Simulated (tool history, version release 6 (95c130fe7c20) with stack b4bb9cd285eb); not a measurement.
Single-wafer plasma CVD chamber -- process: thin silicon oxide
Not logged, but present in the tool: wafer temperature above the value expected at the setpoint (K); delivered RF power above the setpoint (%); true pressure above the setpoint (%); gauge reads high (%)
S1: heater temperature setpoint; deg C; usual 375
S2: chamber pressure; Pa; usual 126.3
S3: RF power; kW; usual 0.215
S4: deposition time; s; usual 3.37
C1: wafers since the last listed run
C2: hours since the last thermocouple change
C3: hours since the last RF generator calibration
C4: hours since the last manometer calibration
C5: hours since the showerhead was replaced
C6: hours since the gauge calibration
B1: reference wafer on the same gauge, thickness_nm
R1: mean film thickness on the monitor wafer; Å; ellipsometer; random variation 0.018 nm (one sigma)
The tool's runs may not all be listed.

run,hour,S1,S2,S3,S4,C1,C2,C3,C4,C5,C6,B1,R1
1,0.0,375,126.3,0.215,3.37,0,1096.2,1656.9,2163.2,2100.4,277.6,5.561,57.85
2,39.7,375,115.3,0.215,2.86,1317,1135.9,1696.6,2202.9,2140.1,317.3,5.558,44.67
3,52.4,384,126.3,0.215,3.37,421,1148.6,1709.3,2215.6,2152.8,330.0,5.558,56.96
4,82.9,384,126.3,0.215,3.37,1012,1179.1,1739.8,2246.1,2183.3,360.5,5.557,57.06
5,96.4,384,126.3,0.215,3.37,448,1192.6,1753.3,2259.6,2196.8,374.0,5.557,57.01
6,121.4,364,126.3,0.180,3.37,829,1217.6,1778.3,2284.6,2221.8,399.0,5.565,48.61
# hour 162.0: RF generator calibrated
7,191.1,364,126.3,0.180,3.37,2047,1287.3,29.1,2354.3,2291.5,468.7,5.563,50.12
# hour 203.0: capacitance manometer re-zeroed and calibrated
8,221.8,380,126.3,0.215,3.37,753,1318.0,59.8,18.8,2322.2,499.4,5.563,64.20
9,240.7,375,151.5,0.235,3.37,627,1336.9,78.7,37.7,2341.1,518.3,5.559,79.28
# hour 270.0: showerhead replaced
10,275.7,375,151.5,0.235,3.37,896,1371.9,113.7,72.7,5.7,553.3,5.558,79.18
11,295.1,375,151.5,0.235,3.37,643,1391.3,133.1,92.1,25.1,572.7,5.563,79.13
12,325.7,370,126.3,0.205,3.37,1015,1421.9,163.7,122.7,55.7,603.3,5.556,61.66
13,350.4,375,126.3,0.230,2.92,819,1446.6,188.4,147.4,80.4,628.0,5.556,58.18
14,379.9,375,126.3,0.185,3.37,979,1476.1,217.9,176.9,109.9,657.5,5.562,55.32
# hour 386.8: gauge calibrated
15,398.7,375,126.3,0.215,3.61,624,1494.9,236.7,195.7,128.7,11.9,5.558,68.33
16,413.4,384,126.3,0.215,3.37,487,1509.6,251.4,210.4,143.4,26.6,5.561,63.24
# hour 428.0: thermocouple changed; heater temperature recalibrated
17,428.5,375,126.3,0.215,3.37,235,0.5,266.5,225.5,158.5,41.7,5.561,63.32
18,449.9,375,126.3,0.255,3.37,710,21.9,287.9,246.9,179.9,63.1,5.555,71.48
19,481.5,375,151.5,0.235,3.37,1048,53.5,319.5,278.5,211.5,94.7,5.564,78.30
20,504.5,375,156.5,0.180,2.78,763,76.5,342.5,301.5,234.5,117.7,5.563,52.09
21,526.2,375,126.3,0.215,3.37,720,98.2,364.2,323.2,256.2,139.4,5.568,63.29
22,560.9,375,100.1,0.200,3.94,1151,132.9,398.9,357.9,290.9,174.1,5.559,54.10
23,578.4,375,126.3,0.190,3.97,580,150.4,416.4,375.4,308.4,191.6,5.563,66.32
24,597.4,375,106.9,0.205,2.92,630,169.4,435.4,394.4,327.4,210.6,5.561,44.08
25,678.8,365,116.1,0.215,3.37,2701,250.8,516.8,475.8,408.8,292.0,5.562,58.11
26,701.9,368,112.5,0.255,3.80,766,273.9,539.9,498.9,431.9,315.1,5.559,71.69
27,715.1,383,148.7,0.215,3.08,438,287.1,553.1,512.1,445.1,328.3,5.557,64.76
28,729.8,375,126.3,0.215,3.37,487,301.8,567.8,526.8,459.8,343.0,5.562,62.43

Consider 5 possible next runs. They are alternatives, not a sequence: every one starts from the tool as it was left by run 28. What does each give?
A,730.2,375,126.3,0.215,3.37,13,302.2,568.2,527.2,460.2,343.4,?,?
B,730.2,363,126.3,0.245,2.98,13,302.2,568.2,527.2,460.2,343.4,?,?
C,730.2,362,154.9,0.180,3.98,13,302.2,568.2,527.2,460.2,343.4,?,?
D,730.2,375,126.3,0.200,3.37,13,302.2,568.2,527.2,460.2,343.4,?,?
E,730.2,375,126.3,0.235,2.96,13,302.2,568.2,527.2,460.2,343.4,?,?

run,B1,R1
A,5.560,62.80
B,5.560,61.75
C,5.560,74.37
D,5.560,58.94
E,5.560,59.09
Had the tool no hidden state, the same runs would have come out as:
run,R1
A,64.36
B,63.24
C,76.10
D,60.44
E,60.55
